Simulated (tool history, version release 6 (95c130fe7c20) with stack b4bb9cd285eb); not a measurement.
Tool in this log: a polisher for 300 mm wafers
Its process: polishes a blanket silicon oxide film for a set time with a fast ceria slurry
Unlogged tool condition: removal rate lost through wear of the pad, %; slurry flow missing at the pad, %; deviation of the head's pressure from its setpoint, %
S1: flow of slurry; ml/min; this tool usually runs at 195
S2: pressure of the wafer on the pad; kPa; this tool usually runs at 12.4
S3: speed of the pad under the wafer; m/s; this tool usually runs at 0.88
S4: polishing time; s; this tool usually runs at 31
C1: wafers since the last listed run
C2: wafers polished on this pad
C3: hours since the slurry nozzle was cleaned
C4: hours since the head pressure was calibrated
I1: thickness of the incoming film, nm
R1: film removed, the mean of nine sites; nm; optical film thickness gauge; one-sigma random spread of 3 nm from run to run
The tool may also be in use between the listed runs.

{"run": 1, "hour": 0.0, "S1": 195, "S2": 12.4, "S3": 0.88, "S4": 31, "C1": 0, "C2": 6636, "C3": 69.3, "C4": 624.1, "I1": 3678.3, "R1": 231.8}
{"run": 2, "hour": 27.6, "S1": 195, "S2": 12.4, "S3": 0.88, "S4": 31, "C1": 433, "C2": 7070, "C3": 96.9, "C4": 651.7, "I1": 3721.3, "R1": 237.1}
{"hour": 51.4, "done": "worn pad replaced by a new one"}
{"run": 3, "hour": 77.7, "S1": 215, "S2": 12.4, "S3": 0.88, "S4": 31, "C1": 723, "C2": 413, "C3": 147, "C4": 701.8, "I1": 3709, "R1": 235}
{"run": 4, "hour": 141.6, "S1": 215, "S2": 12.4, "S3": 0.88, "S4": 31, "C1": 1003, "C2": 1416, "C3": 210.9, "C4": 765.7, "I1": 3685.7, "R1": 233.1}
{"run": 5, "hour": 212.3, "S1": 195, "S2": 12.4, "S3": 0.88, "S4": 31, "C1": 1110, "C2": 2526, "C3": 281.6, "C4": 836.4, "I1": 3735.9, "R1": 224.8}
{"run": 6, "hour": 279.1, "S1": 195, "S2": 12.4, "S3": 0.88, "S4": 31, "C1": 1048, "C2": 3575, "C3": 348.4, "C4": 903.2, "I1": 3681.9, "R1": 221.5}
{"run": 7, "hour": 338.3, "S1": 195, "S2": 12.4, "S3": 0.88, "S4": 31, "C1": 929, "C2": 4505, "C3": 407.6, "C4": 962.4, "I1": 3672.3, "R1": 221}
{"run": 8, "hour": 395.5, "S1": 195, "S2": 12.4, "S3": 0.88, "S4": 31, "C1": 898, "C2": 5403, "C3": 464.8, "C4": 1019.6, "I1": 3627, "R1": 215.9}
{"run": 9, "hour": 435.2, "S1": 195, "S2": 12.4, "S3": 0.88, "S4": 31, "C1": 623, "C2": 6026, "C3": 504.5, "C4": 1059.3, "I1": 3687.3, "R1": 212.5}
{"hour": 449.9, "done": "head pressure recalibrated"}
{"run": 10, "hour": 467.9, "S1": 195, "S2": 12.4, "S3": 0.88, "S4": 31, "C1": 482, "C2": 6508, "C3": 537.2, "C4": 18, "I1": 3676.4, "R1": 249.9}
{"hour": 489.3, "done": "slurry nozzle cleaned"}
{"run": 11, "hour": 493.5, "S1": 195, "S2": 10.3, "S3": 0.88, "S4": 31, "C1": 386, "C2": 6895, "C3": 4.2, "C4": 43.6, "I1": 3712, "R1": 224.5}
{"hour": 543.2, "done": "worn pad replaced by a new one"}
{"run": 12, "hour": 560.8, "S1": 195, "S2": 10.3, "S3": 0.88, "S4": 31, "C1": 993, "C2": 276, "C3": 71.5, "C4": 110.9, "I1": 3715.4, "R1": 219.7}
{"run": 13, "hour": 595.5, "S1": 235, "S2": 12.4, "S3": 0.88, "S4": 31, "C1": 544, "C2": 820, "C3": 106.2, "C4": 145.6, "I1": 3667.9, "R1": 266.4}
{"run": 14, "hour": 661.5, "S1": 195, "S2": 12.4, "S3": 0.88, "S4": 31, "C1": 1036, "C2": 1857, "C3": 172.2, "C4": 211.6, "I1": 3715.2, "R1": 258.1}
{"run": 15, "hour": 732.3, "S1": 195, "S2": 12.4, "S3": 0.88, "S4": 31, "C1": 1111, "C2": 2969, "C3": 243, "C4": 282.4, "I1": 3676.4, "R1": 246.1}
{"run": 16, "hour": 760.2, "S1": 135, "S2": 9, "S3": 1.14, "S4": 34, "C1": 438, "C2": 3407, "C3": 270.9, "C4": 310.3, "I1": 3701.8, "R1": 231.6}
{"run": 17, "hour": 799.0, "S1": 195, "S2": 12.4, "S3": 0.88, "S4": 31, "C1": 609, "C2": 4016, "C3": 309.7, "C4": 349.1, "I1": 3698.9, "R1": 244.7}
{"run": 18, "hour": 823.5, "S1": 155, "S2": 12.4, "S3": 1.02, "S4": 22, "C1": 384, "C2": 4401, "C3": 334.2, "C4": 373.6, "I1": 3666.4, "R1": 197.8}
{"run": 19, "hour": 859.3, "S1": 145, "S2": 12.4, "S3": 0.66, "S4": 31, "C1": 562, "C2": 4963, "C3": 370, "C4": 409.4, "I1": 3731.2, "R1": 171.2}
{"run": 20, "hour": 920.8, "S1": 195, "S2": 14.5, "S3": 0.88, "S4": 31, "C1": 965, "C2": 5929, "C3": 431.5, "C4": 470.9, "I1": 3696.5, "R1": 286.4}
{"hour": 955.1, "done": "slurry nozzle cleaned"}
{"run": 21, "hour": 1078.2, "S1": 160, "S2": 16.5, "S3": 1.08, "S4": 36, "C1": 2455, "C2": 8384, "C3": 123.1, "C4": 628.3, "I1": 3710.9, "R1": 446.2}
{"hour": 1144.5, "done": "worn pad replaced by a new one"}
{"run": 22, "hour": 1286.2, "S1": 195, "S2": 12.4, "S3": 0.88, "S4": 20, "C1": 3203, "C2": 2224, "C3": 331.1, "C4": 836.3, "I1": 3708.7, "R1": 150.6}
{"run": 23, "hour": 1320.3, "S1": 195, "S2": 12.4, "S3": 0.88, "S4": 31, "C1": 535, "C2": 2760, "C3": 365.2, "C4": 870.4, "I1": 3689.1, "R1": 232.1}
{"run": 24, "hour": 1362.4, "S1": 130, "S2": 12.4, "S3": 1.04, "S4": 31, "C1": 661, "C2": 3421, "C3": 407.3, "C4": 912.5, "I1": 3674.2, "R1": 239.8}
{"run": 25, "hour": 1428.7, "S1": 195, "S2": 12.4, "S3": 0.88, "S4": 35, "C1": 1041, "C2": 4462, "C3": 473.6, "C4": 978.8, "I1": 3676, "R1": 255.9}
{"hour": 1453.6, "done": "slurry nozzle cleaned"}
{"run": 26, "hour": 1456.0, "S1": 160, "S2": 12.4, "S3": 0.88, "S4": 31, "C1": 412, "C2": 4875, "C3": 2.4, "C4": 1006.1, "I1": 3706.8, "R1": 235.7}
{"run": 27, "hour": 1497.8, "S1": 195, "S2": 12.4, "S3": 0.88, "S4": 31, "C1": 656, "C2": 5531, "C3": 44.2, "C4": 1047.9, "I1": 3700, "R1": 235.4}
{"run": 28, "hour": 1532.4, "S1": 195, "S2": 11, "S3": 0.72, "S4": 31, "C1": 543, "C2": 6075, "C3": 78.8, "C4": 1082.5, "I1": 3761.4, "R1": 171.8}
{"run": 29, "hour": 1588.2, "S1": 255, "S2": 12.4, "S3": 0.88, "S4": 31, "C1": 876, "C2": 6951, "C3": 134.6, "C4": 1138.3, "I1": 3663.5, "R1": 244.1}
{"hour": 1606.3, "done": "worn pad replaced by a new one"}
{"hour": 1637.9, "done": "head pressure recalibrated"}
{"run": 30, "hour": 1652.6, "S1": 195, "S2": 9.7, "S3": 0.88, "S4": 31, "C1": 917, "C2": 695, "C3": 199, "C4": 14.7, "I1": 3668.7, "R1": 199.3}
{"run": 31, "hour": 1686.3, "S1": 230, "S2": 12.4, "S3": 1.02, "S4": 23, "C1": 529, "C2": 1224, "C3": 232.7, "C4": 48.4, "I1": 3757.8, "R1": 222.3}
{"run": 32, "hour": 1725.8, "S1": 195, "S2": 9, "S3": 0.88, "S4": 31, "C1": 620, "C2": 1844, "C3": 272.2, "C4": 87.9, "I1": 3660.5, "R1": 177.8}
{"run": 33, "hour": 1786.1, "S1": 195, "S2": 15.9, "S3": 0.88, "S4": 31, "C1": 946, "C2": 2791, "C3": 332.5, "C4": 148.2, "I1": 3641.1, "R1": 317.5}
{"run": 34, "hour": 1820.2, "S1": 195, "S2": 12.4, "S3": 1.06, "S4": 38, "C1": 535, "C2": 3327, "C3": 366.6, "C4": 182.3, "I1": 3692.2, "R1": 358.5}
{"run": 35, "hour": 1868.2, "S1": 195, "S2": 12.4, "S3": 0.88, "S4": 31, "C1": 753, "C2": 4080, "C3": 414.6, "C4": 230.3, "I1": 3690.4, "R1": 242.3}
{"hour": 1924.3, "done": "slurry nozzle cleaned"}
{"run": 36, "hour": 2032.0, "S1": 195, "S2": 12.4, "S3": 0.88, "S4": 31, "C1": 2556, "C2": 6637, "C3": 107.7, "C4": 394.1, "I1": 3730.7, "R1": 245.7}
{"hour": 2108.4, "done": "worn pad replaced by a new one"}
{"run": 37, "hour": 2211.0, "S1": 250, "S2": 12.4, "S3": 0.72, "S4": 34, "C1": 2747, "C2": 1610, "C3": 286.7, "C4": 573.1, "I1": 3682.3, "R1": 221.9}

A few steps of R1 between consecutive runs. Split each: what settings, incoming material and random variation would produce without the hidden state, and what is left over for the hidden state, along with gauge scatter present in only one of the two compared results (measured, and without hidden state):
Run 9 -> 10: head pressure recalibrated. R1 +37.4 nm: hidden state +36.8, all else +0.6.
Run 20 -> 21: S1 195 -> 160, S2 14.5 -> 16.5, S3 0.88 -> 1.08, S4 31 -> 36, slurry nozzle cleaned. R1 +159.8 nm: hidden state -14, all else +173.8.
Run 21 -> 22: S1 160 -> 195, S2 16.5 -> 12.4, S3 1.08 -> 0.88, S4 36 -> 20, worn pad replaced by a new one. R1 -295.6 nm: hidden state +19, all else -314.6.
Run 25 -> 26: S1 195 -> 160, S4 35 -> 31, slurry nozzle cleaned. R1 -20.2 nm: hidden state +19.3, all else -39.5.
Run 29 -> 30: S1 255 -> 195, S2 12.4 -> 9.7, worn pad replaced by a new one, head pressure recalibrated. R1 -44.8 nm: hidden state +24.4, all else -69.2.
Run 32 -> 33: S2 9 -> 15.9. R1 +139.7 nm: hidden state -13, all else +152.7.
